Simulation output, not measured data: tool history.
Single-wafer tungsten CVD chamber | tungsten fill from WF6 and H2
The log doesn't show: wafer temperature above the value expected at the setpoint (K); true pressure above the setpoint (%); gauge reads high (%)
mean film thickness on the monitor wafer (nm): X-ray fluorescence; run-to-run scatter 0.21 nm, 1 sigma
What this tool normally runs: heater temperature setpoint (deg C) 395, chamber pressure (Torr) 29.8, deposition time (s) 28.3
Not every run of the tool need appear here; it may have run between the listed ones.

run,day,heater temperature setpoint (deg C),chamber pressure (Torr),deposition time (s),wafers since the last listed run,hours since the last thermocouple change,hours since the last manometer calibration,hours since the showerhead was replaced,hours since the gauge calibration,"read-back reference wafer on the same gauge, thickness_nm",mean film thickness on the monitor wafer (nm)
1,0.000,395,29.8,28.3,0,786.2,123.6,1950.4,1959.4,85.807,77.438
2,2.646,395,29.8,24.4,1524,849.7,187.1,2013.9,2022.9,85.879,66.639
3,4.229,395,29.8,28.3,912,887.7,225.1,2051.9,2060.9,85.835,77.608
4,6.050,395,29.8,28.3,1049,931.4,268.8,2095.6,2104.6,85.787,77.244
5,7.438,395,29.8,28.3,799,964.7,302.1,2128.9,2137.9,85.808,77.211
# day 8.725: thermocouple changed; heater temperature recalibrated
6,9.775,395,29.8,28.3,1154,25.2,358.2,2185.0,2194.0,85.812,79.160
7,12.629,395,29.8,28.3,1644,93.7,426.7,2253.5,2262.5,85.829,78.827
8,13.733,395,29.8,28.3,636,120.2,453.2,2280.0,2289.0,85.800,79.081
# day 15.425: showerhead replaced
9,15.446,395,29.8,28.3,794,161.3,494.3,0.5,2330.1,85.797,79.210
10,16.304,395,29.8,28.3,494,181.9,514.9,21.1,2350.7,85.777,79.381
11,18.496,395,26.5,28.3,1263,234.5,567.5,73.7,2403.3,85.786,75.079
# day 20.221: gauge calibrated
12,20.538,395,26.5,28.3,1176,283.5,616.5,122.7,7.6,85.786,75.061
13,22.612,409,31.7,30.6,1195,333.3,666.3,172.5,57.4,85.793,115.354
14,24.567,395,34.3,28.3,1126,380.2,713.2,219.4,104.3,85.757,84.712
15,26.400,395,29.8,28.3,1056,424.2,757.2,263.4,148.3,85.823,79.287
16,29.088,391,29.8,28.3,1548,488.7,821.7,327.9,212.8,85.728,73.219
17,30.758,384,29.8,25.6,962,528.8,861.8,368.0,252.9,85.763,57.253
# day 33.462: capacitance manometer re-zeroed and calibrated
18,33.483,383,24.3,24.6,1378,594.2,0.5,433.4,318.3,85.815,47.288
19,36.250,395,29.8,28.3,1594,660.6,66.9,499.8,384.7,85.789,77.021
20,37.421,395,29.8,28.3,674,688.7,95.0,527.9,412.8,85.752,77.189
21,39.083,403,25.7,25.4,958,728.6,134.9,567.8,452.7,85.766,75.365
22,41.558,395,29.8,28.3,1426,788.0,194.3,627.2,512.1,85.778,77.347
23,42.975,395,29.8,28.3,816,822.0,228.3,661.2,546.1,85.858,77.073
24,45.417,395,29.8,28.3,1407,880.6,286.9,719.8,604.7,85.817,77.415
25,47.621,408,34.0,32.7,1270,933.5,339.8,772.7,657.6,85.844,121.961
26,49.450,395,29.8,28.3,1054,977.4,383.7,816.6,701.5,85.794,77.338
# day 50.604: thermocouple changed; heater temperature recalibrated
27,52.325,395,33.1,25.9,1464,41.3,452.7,885.6,770.5,85.811,75.264
28,54.912,384,24.0,22.8,1491,103.4,514.8,947.7,832.6,85.767,46.128
29,56.162,404,29.8,25.5,720,133.4,544.8,977.7,862.6,85.850,84.112
30,57.404,402,23.6,26.4,715,163.2,574.6,1007.5,892.4,85.810,75.466
31,59.596,395,26.3,25.5,1263,215.8,627.2,1060.1,945.0,85.829,67.100
32,62.417,395,29.8,28.3,1625,283.5,694.9,1127.8,1012.7,85.856,79.070
33,64.196,390,32.8,31.8,1025,326.2,737.6,1170.5,1055.4,85.837,83.502
34,65.479,395,29.8,28.3,739,357.0,768.4,1201.3,1086.2,85.806,79.360
35,66.588,395,29.8,28.3,638,383.6,795.0,1227.9,1112.8,85.825,78.849

Hidden condition of the tool, last listed run before each entry between runs versus first listed run after:
Runs 5 to 6: thermocouple changed; heater temperature recalibrated (day 8.725)
  wafer temperature above the value expected at the setpoint (K): -0.748 -> 0.00966; true pressure above the setpoint (%): 4.84 -> 5.32
  difference, measured minus the result without the unlogged condition, mean film thickness on the monitor wafer (nm): +0.524 -> +1.864
Runs 8 to 9: showerhead replaced (day 15.425)
  wafer temperature above the value expected at the setpoint (K): -0.00203 -> -0.0118; true pressure above the setpoint (%): 5.98 -> 6.21
  difference, measured minus the result without the unlogged condition, mean film thickness on the monitor wafer (nm): +2.063 -> +2.129
Runs 11 to 12: gauge calibrated (day 20.221)
  wafer temperature above the value expected at the setpoint (K): -0.0363 -> -0.0578; true pressure above the setpoint (%): 6.56 -> 6.76
  difference, measured minus the result without the unlogged condition, mean film thickness on the monitor wafer (nm): +2.112 -> +2.143
Runs 17 to 18: capacitance manometer re-zeroed and calibrated (day 33.462)
  wafer temperature above the value expected at the setpoint (K): -0.226 -> -0.288; true pressure above the setpoint (%): 7.41 -> -0.0926
  difference, measured minus the result without the unlogged condition, mean film thickness on the monitor wafer (nm): +1.572 -> -0.307
Runs 26 to 27: thermocouple changed; heater temperature recalibrated (day 50.604)
  wafer temperature above the value expected at the setpoint (K): -0.798 -> -0.218; true pressure above the setpoint (%): 5.16 -> 5.62
  difference, measured minus the result without the unlogged condition, mean film thickness on the monitor wafer (nm): +0.556 -> +1.529
